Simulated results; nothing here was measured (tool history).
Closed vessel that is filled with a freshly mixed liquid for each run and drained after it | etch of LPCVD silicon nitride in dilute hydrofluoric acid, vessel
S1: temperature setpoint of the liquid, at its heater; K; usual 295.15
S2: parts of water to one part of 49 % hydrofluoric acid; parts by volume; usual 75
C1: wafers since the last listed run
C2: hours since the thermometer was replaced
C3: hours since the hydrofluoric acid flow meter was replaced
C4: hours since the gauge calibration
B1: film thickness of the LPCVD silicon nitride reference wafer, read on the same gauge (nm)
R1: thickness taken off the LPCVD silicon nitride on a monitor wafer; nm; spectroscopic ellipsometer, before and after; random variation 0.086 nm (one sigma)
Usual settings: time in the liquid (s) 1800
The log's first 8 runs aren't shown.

Run 9, hour 548.3: usual settings; C1 2288; C2 2258.7; C3 387.8; C4 602.5; B1 90.02. Result: R1 8.52 nm.
Run 10, hour 587.4: usual settings but S1 299.15 K; C1 1542; C2 2297.8; C3 426.9; C4 641.6; B1 90.02. Result: R1 11.42 nm.
Run 11, hour 627.8: usual settings but S1 293.15 K; C1 1594; C2 2338.2; C3 467.3; C4 682; B1 89.94. Result: R1 7.4 nm.
At hour 642.5: thermometer replaced.
Run 12, hour 716.8: usual settings; C1 3472; C2 74.3; C3 556.3; C4 771; B1 89.98. Result: R1 9.5 nm.
Run 13, hour 753.4: usual settings but S1 297.15 K, S2 90 parts by volume, time in the liquid (s) 2320; C1 1444; C2 110.9; C3 592.9; C4 807.6; B1 89.97. Result: R1 11.86 nm.
Run 14, hour 804.4: usual settings but time in the liquid (s) 2410; C1 2012; C2 161.9; C3 643.9; C4 858.6; B1 89.97. Result: R1 12.84 nm.
At hour 828.4: hydrofluoric acid flow meter replaced.
Run 15, hour 872.2: usual settings but S1 293.65 K, S2 55 parts by volume, time in the liquid (s) 2615; C1 2636; C2 229.7; C3 43.8; C4 926.4; B1 90.01. Result: R1 16.89 nm.
Run 16, hour 938.7: usual settings but S2 45 parts by volume, time in the liquid (s) 2140; C1 2624; C2 296.2; C3 110.3; C4 992.9; B1 90.04. Result: R1 18.47 nm.
Run 17, hour 1034.9: usual settings but S1 290.65 K, S2 50 parts by volume, time in the liquid (s) 2170; C1 3796; C2 392.4; C3 206.5; C4 1089.1; B1 89.98. Result: R1 12.23 nm.
Run 18, hour 1079.7: usual settings; C1 1767; C2 437.2; C3 251.3; C4 1133.9; B1 89.94. Result: R1 9.34 nm.
Run 19, hour 1146.2: usual settings but S1 290.15 K, S2 60 parts by volume, time in the liquid (s) 2105; C1 2624; C2 503.7; C3 317.8; C4 1200.4; B1 90. Result: R1 9.63 nm.
Run 20, hour 1198.2: usual settings; C1 2051; C2 555.7; C3 369.8; C4 1252.4; B1 89.97. Result: R1 9.32 nm.
Run 21, hour 1276.8: usual settings; C1 3101; C2 634.3; C3 448.4; C4 1331; B1 90. Result: R1 9.39 nm.
Run 22, hour 1383.1: usual settings; C1 4194; C2 740.6; C3 554.7; C4 1437.3; B1 89.95. Result: R1 9.29 nm.
At hour 1446.5: hydrofluoric acid flow meter replaced.
Run 23, hour 1477.9: usual settings but S1 297.65 K, S2 95 parts by volume; C1 3701; C2 835.4; C3 31.4; C4 1532.1; B1 89.98. Result: R1 8.69 nm.
Run 24, hour 1582.3: usual settings; C1 4119; C2 939.8; C3 135.8; C4 1636.5; B1 90.02. Result: R1 9.3 nm.
Run 25, hour 1672.5: usual settings; C1 3559; C2 1030; C3 226; C4 1726.7; B1 90. Result: R1 9.25 nm.
Run 26, hour 1721.4: usual settings but S1 297.15 K, S2 35 parts by volume, time in the liquid (s) 1110; C1 1929; C2 1078.9; C3 274.9; C4 1775.6; B1 89.99. Result: R1 13.62 nm.
Run 27, hour 1784.4: usual settings but S1 291.65 K, time in the liquid (s) 2690; C1 2486; C2 1141.9; C3 337.9; C4 1838.6; B1 90.02. Result: R1 10.69 nm.
Run 28, hour 1848.2: usual settings; C1 2517; C2 1205.7; C3 401.7; C4 1902.4; B1 90.04. Result: R1 9.1 nm.
Run 29, hour 1942.9: usual settings but S1 290.65 K; C1 3736; C2 1300.4; C3 496.4; C4 1997.1; B1 90.03. Result: R1 6.61 nm.
Run 30, hour 2005.1: usual settings but S1 290.65 K, S2 105 parts by volume, time in the liquid (s) 2690; C1 2454; C2 1362.6; C3 558.6; C4 2059.3; B1 89.99. Result: R1 7.11 nm.
Run 31, hour 2092.9: usual settings but S1 298.65 K, S2 110 parts by volume, time in the liquid (s) 2740; C1 3464; C2 1450.4; C3 646.4; C4 2147.1; B1 90.02. Result: R1 11.56 nm.

Forecast each of these 5 alternatives for the next run:
Run A, hour 2094.1: usual settings; C1 47; C2 1451.6; C3 647.6; C4 2148.3; B1 ?. Result: R1 ?.
Run B, hour 2094.1: usual settings but S1 292.15 K, time in the liquid (s) 2510; C1 47; C2 1451.6; C3 647.6; C4 2148.3; B1 ?. Result: R1 ?.
Run C, hour 2094.1: usual settings but S1 290.65 K, time in the liquid (s) 995; C1 47; C2 1451.6; C3 647.6; C4 2148.3; B1 ?. Result: R1 ?.
Run D, hour 2094.1: usual settings but S2 50 parts by volume, time in the liquid (s) 2390; C1 47; C2 1451.6; C3 647.6; C4 2148.3; B1 ?. Result: R1 ?.
Run E, hour 2094.1: usual settings but S2 100 parts by volume, time in the liquid (s) 1525; C1 47; C2 1451.6; C3 647.6; C4 2148.3; B1 ?. Result: R1 ?.

run     B1     R1
  A  90.02   8.98
  B  90.02  10.18
  C  90.02   3.63
  D  90.02  17.72
  E  90.02   5.74
Without the tool's hidden state the same runs would have given:
run     R1
  A   9.75
  B  11.07
  C   3.95
  D  19.24
  E   6.23
